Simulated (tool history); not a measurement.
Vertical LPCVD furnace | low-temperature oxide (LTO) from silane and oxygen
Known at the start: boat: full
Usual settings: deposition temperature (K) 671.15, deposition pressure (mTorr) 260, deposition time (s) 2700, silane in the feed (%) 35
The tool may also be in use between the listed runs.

run    hour  deposition temperature (K)  deposition pressure (mTorr)  deposition time (s)  silane in the feed (%)  wafers since the last listed run  hours since the last temperature calibration  hours since the pressure gauge was zeroed  hours since the silane flow controller was replaced  hours since the gauge calibration  read-back reference wafer on the same gauge, thickness  film thickness on the monitor wafer in the middle of the boat (angstrom)
  1       0                      671.15                          260                 2700                      35                                 0                                        3295.3                                      652.5                                                 3989                             1947.7                                                   436.2                                                                    3987.2
  2    88.7                      671.15                          260                 2700                      35                               791                                          3384                                      741.2                                               4077.7                             2036.4                                                  436.16                                                                    3995.6
  3   154.9                      671.15                          260                 2700                      35                               590                                        3450.2                                      807.4                                               4143.9                             2102.6                                                  435.49                                                                    3983.8
  4   220.1                      671.15                          310                 2700                      35                               581                                        3515.4                                      872.6                                               4209.1                             2167.8                                                  436.15                                                                    4731.5
  5   297.9                      671.15                          260                 2700                      35                               693                                        3593.2                                      950.4                                               4286.9                             2245.6                                                  435.86                                                                    3983.1
  6   348.9                      671.15                          260                 2700                      35                               454                                        3644.2                                     1001.4                                               4337.9                             2296.6                                                  435.68                                                                    3951.1
  7   393.6                      671.15                          260                 2700                      35                               398                                        3688.9                                     1046.1                                               4382.6                             2341.3                                                  436.17                                                                    3965.1
  8   429.9                      671.15                          260                 2700                      35                               323                                        3725.2                                     1082.4                                               4418.9                             2377.6                                                  436.23                                                                    3966.9
  9     479                      678.15                          310                 2700                      35                               437                                        3774.3                                     1131.5                                                 4468                             2426.7                                                  436.68                                                                    5111.7
 10   575.2                      678.15                          310                 2700                      35                               857                                        3870.5                                     1227.7                                               4564.2                             2522.9                                                  436.16                                                                    5119.9
 11   623.6                      671.15                          260                 2700                      35                               431                                        3918.9                                     1276.1                                               4612.6                             2571.3                                                  435.64                                                                    3976.9
 12   693.8                      671.15                          260                 2700                      35                               626                                        3989.1                                     1346.3                                               4682.8                             2641.5                                                  435.86                                                                    3937.3
        719  -- silane flow controller replaced
 13   774.6                      671.15                          260                 2700                      35                               506                                        4069.9                                     1427.1                                                 55.6                             2722.3                                                  435.72                                                                    3947.5
      790.4  -- gauge calibrated
 14   846.5                      671.15                          260                 2700                      30                               641                                        4141.8                                       1499                                                127.5                               56.1                                                  435.87                                                                    3182.6
 15   911.4                      671.15                          205                 2340                      35                               578                                        4206.7                                     1563.9                                                192.4                                121                                                  436.14                                                                    2717.5
     1021.4  -- thermocouples replaced and temperature profile calibrated
 16  1021.9                      671.15                          260                 2700                      35                               771                                           0.5                                     1674.4                                                302.9                              231.5                                                  436.11                                                                    3976.1
 17  1082.8                      671.15                          260                 2700                      35                               543                                          61.4                                     1735.3                                                363.8                              292.4                                                  436.16                                                                      3948
 18  1188.4                      660.15                          260                 2700                      35                               941                                           167                                     1840.9                                                469.4                                398                                                  435.93                                                                    3483.3
     1279.6  -- pressure gauge zeroed
 19  1281.7                      671.15                          195                 2700                      35                               618                                         260.3                                        2.1                                                562.7                              491.3                                                  436.13                                                                    2968.4
 20  1351.4                      679.15                          260                 2700                      39                               621                                           330                                       71.8                                                632.4                                561                                                  436.09                                                                    4987.7
 21  1426.4                      671.15                          220                 2700                      35                               668                                           405                                      146.8                                                707.4                                636                                                  435.69                                                                    3364.5
 22  1501.5                      671.15                          205                 2340                      35                               669                                         480.1                                      221.9                                                782.5                              711.1                                                  435.62                                                                    2720.6
 23  1570.4                      671.15                          285                 3690                      35                               614                                           549                                      290.8                                                851.4                                780                                                   435.7                                                                    5960.4
 24  1672.5                      680.15                          260                 3120                      37                               910                                         651.1                                      392.9                                                953.5                              882.1                                                  435.15                                                                    5468.5
 25  1762.8                      671.15                          260                 2700                      29                               805                                         741.4                                      483.2                                               1043.8                              972.4                                                  436.12                                                                    3045.5
 26  1799.7                      671.15                          305                 2220                      35                               329                                         778.3                                      520.1                                               1080.7                             1009.3                                                  435.87                                                                    3877.4
 27  1905.5                      671.15                          260                 2100                      35                               943                                         884.1                                      625.9                                               1186.5                             1115.1                                                  436.12                                                                    3065.5
 28  2010.2                      671.15                          260                 2700                      35                               933                                         988.8                                      730.6                                               1291.2                             1219.8                                                  436.15                                                                    3954.5
 29  2051.2                      680.15                          260                 2700                      35                               365                                        1029.8                                      771.6                                               1332.2                             1260.8                                                  435.93                                                                    4376.3

Hidden state at the last listed run before each entry between runs and at the first one after, where it differs:
Between runs 12 and 13: silane flow controller replaced (hour 719)
  no hidden state differs between the two runs
Between runs 13 and 14: gauge calibrated (hour 790.4)
  no hidden state differs between the two runs
Between runs 15 and 16: thermocouples replaced and temperature profile calibrated (hour 1021.4)
  no hidden state differs between the two runs
Between runs 18 and 19: pressure gauge zeroed (hour 1279.6)
  no hidden state differs between the two runs

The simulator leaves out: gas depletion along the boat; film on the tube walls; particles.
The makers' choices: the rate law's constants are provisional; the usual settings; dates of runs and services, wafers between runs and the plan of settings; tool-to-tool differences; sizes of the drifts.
